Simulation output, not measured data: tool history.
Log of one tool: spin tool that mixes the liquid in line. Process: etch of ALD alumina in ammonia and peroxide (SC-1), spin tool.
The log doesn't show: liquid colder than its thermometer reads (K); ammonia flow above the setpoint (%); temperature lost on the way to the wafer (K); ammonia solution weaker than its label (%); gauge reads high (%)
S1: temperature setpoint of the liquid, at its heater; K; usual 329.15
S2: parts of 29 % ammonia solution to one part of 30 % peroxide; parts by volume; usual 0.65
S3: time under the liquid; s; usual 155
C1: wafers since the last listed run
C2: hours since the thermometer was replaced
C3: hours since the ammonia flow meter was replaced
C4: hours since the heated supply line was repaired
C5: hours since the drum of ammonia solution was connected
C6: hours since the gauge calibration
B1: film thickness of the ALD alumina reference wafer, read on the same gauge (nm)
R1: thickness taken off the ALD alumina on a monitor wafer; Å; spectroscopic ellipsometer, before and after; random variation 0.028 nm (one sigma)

run     day      S1    S2   S3   C1      C2      C3      C4     C5     C6      B1    R1
  1       0  329.15   0.4  155    0  1651.5     971  2474.3   76.7  310.5  140.01    63
  2    1.75  329.15   0.4  155  282  1693.5    1013  2516.3  118.7  352.5     140  62.7
  3   3.738  323.65  0.65  155  320  1741.2  1060.7    2564  166.4  400.2  140.03  48.5
  4    5.15  323.65  0.65  155  227  1775.1  1094.6  2597.9  200.3  434.1  139.97  48.6
      6.867  -- new drum of ammonia solution connected
  5   7.408  329.15  0.65  155  357  1829.3  1148.8  2652.1     13  488.3  139.98  65.3
      8.817  -- gauge calibrated
  6     9.2  329.15  0.65  155  288  1872.3  1191.8  2695.1     56    9.2  139.95  65.8
  7  10.988  329.15  0.65  155  288  1915.2  1234.7    2738   98.9   52.1  139.96  65.4
  8  13.225  329.15  0.65  155  360  1968.9  1288.4  2791.7  152.6  105.8  139.95  65.2
  9  15.929  329.15  0.65  155  435  2033.8  1353.3  2856.6  217.5  170.7     140  65.5
     16.333  -- new drum of ammonia solution connected
 10  18.742  329.15  0.65  155  446  2101.3  1420.8  2924.1   57.8  238.2     140    65
 11    21.1  329.15  0.65  155  380  2157.9  1477.4  2980.7  114.4  294.8  139.93  64.8
     22.521  -- ammonia flow meter replaced
 12  23.546  329.15  0.35  155  387  2216.6    24.6  3039.4  173.1  353.5     140  61.6
      24.95  -- new drum of ammonia solution connected
 13  26.412  329.15  0.85  205  455  2285.4    93.4  3108.2   35.1  422.3  140.02  87.7
     27.412  -- heated supply line repaired
 14  29.133  329.15   0.4  190  431  2350.7   158.7    41.3  100.4  487.6  140.01  79.2
     30.583  -- thermometer replaced
 15  30.821  334.15  0.65  155  265     5.7   199.2    81.8  140.9  528.1  139.96  90.8
 16  32.629  320.15  0.35  210  291    49.1   242.6   125.2  184.3  571.5  139.99  54.7
     32.996  -- new drum of ammonia solution connected
     35.038  -- gauge calibrated
 17  35.125  329.15  0.65  155  395     109   302.5   185.1   51.1    2.1  140.05    70
 18  36.471  329.15  0.65  155  216   141.3   334.8   217.4   83.4   34.4     140    70
 19  40.392  329.15  0.65  155  631   235.4   428.9   311.5  177.5  128.5  139.97  69.5
     41.183  -- new drum of ammonia solution connected
 20  41.725  329.15  0.65  155  208   267.4   460.9   343.5     13  160.5  139.97  69.6
 21  43.567  329.15  0.65  200  296   311.6   505.1   387.7   57.2  204.7  139.98  89.6

The next listed run, before its measurement:
 22  46.179  329.15  0.85  185  421  374.3  567.8  450.4  119.9  267.4   ?   ?

Run 22 gave B1 139.96, R1 85.4 Å.
Without the tool's hidden state the same run would have given R1 87.1 Å.
